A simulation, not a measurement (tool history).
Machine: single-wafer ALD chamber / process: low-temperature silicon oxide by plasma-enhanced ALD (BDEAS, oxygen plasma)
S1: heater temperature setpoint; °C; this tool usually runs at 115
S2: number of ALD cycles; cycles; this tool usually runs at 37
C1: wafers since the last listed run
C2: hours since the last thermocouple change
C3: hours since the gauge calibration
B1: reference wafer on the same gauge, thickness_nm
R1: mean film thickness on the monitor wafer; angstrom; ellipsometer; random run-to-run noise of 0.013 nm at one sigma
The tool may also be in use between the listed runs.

run 1 hour=0.0 | S1=123 S2=37 | C1=0 C2=1929.6 C3=9.8 | B1=5.878 | R1=51.10
run 2 hour=16.8 | S1=123 S2=37 | C1=121 C2=1946.4 C3=26.6 | B1=5.881 | R1=51.04
run 3 hour=29.1 | S1=115 S2=37 | C1=88 C2=1958.7 C3=38.9 | B1=5.877 | R1=51.66
run 4 hour=44.3 | S1=115 S2=37 | C1=109 C2=1973.9 C3=54.1 | B1=5.883 | R1=51.80
run 5 hour=55.5 | S1=115 S2=37 | C1=80 C2=1985.1 C3=65.3 | B1=5.878 | R1=51.87
run 6 hour=67.6 | S1=115 S2=37 | C1=87 C2=1997.2 C3=77.4 | B1=5.883 | R1=51.77
run 7 hour=77.1 | S1=115 S2=37 | C1=68 C2=2006.7 C3=86.9 | B1=5.881 | R1=51.68
run 8 hour=83.6 | S1=115 S2=37 | C1=46 C2=2013.2 C3=93.4 | B1=5.880 | R1=51.82
run 9 hour=102.0 | S1=115 S2=37 | C1=132 C2=2031.6 C3=111.8 | B1=5.883 | R1=51.68
run 10 hour=112.7 | S1=115 S2=37 | C1=77 C2=2042.3 C3=122.5 | B1=5.880 | R1=51.57
-- hour=128.7 thermocouple changed; heater temperature recalibrated
run 11 hour=130.9 | S1=115 S2=37 | C1=73 C2=2.2 C3=140.7 | B1=5.882 | R1=51.61
run 12 hour=147.0 | S1=115 S2=37 | C1=116 C2=18.3 C3=156.8 | B1=5.882 | R1=51.80
run 13 hour=158.8 | S1=111 S2=35 | C1=85 C2=30.1 C3=168.6 | B1=5.882 | R1=49.23
run 14 hour=167.6 | S1=115 S2=37 | C1=63 C2=38.9 C3=177.4 | B1=5.887 | R1=51.90
run 15 hour=173.8 | S1=125 S2=37 | C1=44 C2=45.1 C3=183.6 | B1=5.884 | R1=51.15
-- hour=182.0 gauge calibrated
run 16 hour=190.7 | S1=115 S2=37 | C1=122 C2=62.0 C3=8.7 | B1=5.878 | R1=51.83
run 17 hour=207.5 | S1=122 S2=37 | C1=121 C2=78.8 C3=25.5 | B1=5.881 | R1=51.10
run 18 hour=218.9 | S1=111 S2=31 | C1=82 C2=90.2 C3=36.9 | B1=5.877 | R1=43.74
run 19 hour=234.8 | S1=110 S2=37 | C1=114 C2=106.1 C3=52.8 | B1=5.882 | R1=52.01
run 20 hour=243.0 | S1=121 S2=41 | C1=59 C2=114.3 C3=61.0 | B1=5.880 | R1=56.82
run 21 hour=255.9 | S1=107 S2=32 | C1=93 C2=127.2 C3=73.9 | B1=5.888 | R1=45.21
run 22 hour=290.5 | S1=108 S2=43 | C1=250 C2=161.8 C3=108.5 | B1=5.886 | R1=60.67
run 23 hour=299.4 | S1=115 S2=37 | C1=64 C2=170.7 C3=117.4 | B1=5.884 | R1=51.65
run 24 hour=312.8 | S1=128 S2=41 | C1=96 C2=184.1 C3=130.8 | B1=5.878 | R1=55.93
run 25 hour=325.6 | S1=105 S2=42 | C1=92 C2=196.9 C3=143.6 | B1=5.878 | R1=59.79

Below are 5 alternative next runs, each starting from the tool's condition after run 25. Predict each:
run A hour=326.1 | S1=115 S2=37 | C1=3 C2=197.4 C3=144.1 | B1=? | R1=?
run B hour=326.1 | S1=104 S2=34 | C1=3 C2=197.4 C3=144.1 | B1=? | R1=?
run C hour=326.1 | S1=115 S2=34 | C1=3 C2=197.4 C3=144.1 | B1=? | R1=?
run D hour=326.1 | S1=128 S2=43 | C1=3 C2=197.4 C3=144.1 | B1=? | R1=?
run E hour=326.1 | S1=103 S2=32 | C1=3 C2=197.4 C3=144.1 | B1=? | R1=?

run=A B1=5.880 R1=51.76
run=B B1=5.880 R1=48.42
run=C B1=5.880 R1=47.57
run=D B1=5.880 R1=58.88
run=E B1=5.880 R1=45.65
What these runs would have given with no unlogged condition in the tool:
run=A R1=51.76
run=B R1=48.42
run=C R1=47.57
run=D R1=58.88
run=E R1=45.65
